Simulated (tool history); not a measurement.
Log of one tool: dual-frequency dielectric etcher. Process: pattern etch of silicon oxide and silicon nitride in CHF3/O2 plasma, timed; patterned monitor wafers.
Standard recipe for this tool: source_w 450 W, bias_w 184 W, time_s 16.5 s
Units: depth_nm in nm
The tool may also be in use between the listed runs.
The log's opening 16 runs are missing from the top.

| run | day | source_w | bias_w | time_s | read-back reference wafer on the same gauge, depth_nm | depth_nm |
|---|---|---|---|---|---|---|
| 17 | 57.088 | 520 | 184 | 13.5 | 18.00 | 19.04 |
| 18 | 60.467 | 490 | 210 | 16.5 | 18.01 | 23.41 |
| 19 | 62.854 | 450 | 184 | 16.5 | 18.00 | 21.44 |
|  | 64.196 | gauge calibrated |
|  | 64.200 | wet clean of the chamber |
| 20 | 69.821 | 390 | 217 | 16.5 | 18.01 | 20.63 |
| 21 | 74.650 | 530 | 158 | 16.5 | 17.99 | 22.78 |
| 22 | 78.300 | 450 | 184 | 16.5 | 17.99 | 21.62 |
| 23 | 80.933 | 520 | 172 | 14.0 | 18.00 | 19.60 |
| 24 | 83.450 | 520 | 184 | 16.5 | 18.00 | 23.56 |
| 25 | 86.879 | 450 | 184 | 16.5 | 17.99 | 21.64 |
| 26 | 93.196 | 390 | 201 | 19.0 | 18.01 | 23.35 |
| 27 | 95.625 | 350 | 200 | 12.0 | 18.00 | 13.63 |
| 28 | 97.429 | 450 | 196 | 16.5 | 18.00 | 22.09 |
| 29 | 100.162 | 410 | 204 | 12.5 | 18.00 | 16.00 |
|  | 101.929 | wet clean of the chamber |
| 30 | 102.033 | 450 | 184 | 16.5 | 18.00 | 21.56 |

3 ways to go on from here, each from the tool as it stands after run 30. What would each give?
| A | 102.050 | 450 | 184 | 16.5 | ? | ? |
| B | 102.050 | 450 | 153 | 21.0 | ? | ? |
| C | 102.050 | 450 | 139 | 16.5 | ? | ? |

| run | read-back reference wafer on the same gauge, depth_nm | depth_nm |
|---|---|---|
| A | 18.00 | 21.67 |
| B | 18.00 | 26.25 |
| C | 18.00 | 20.12 |
With no hidden state in the tool, these same runs would have given:
| run | depth_nm |
|---|---|
| A | 21.53 |
| B | 26.07 |
| C | 19.99 |
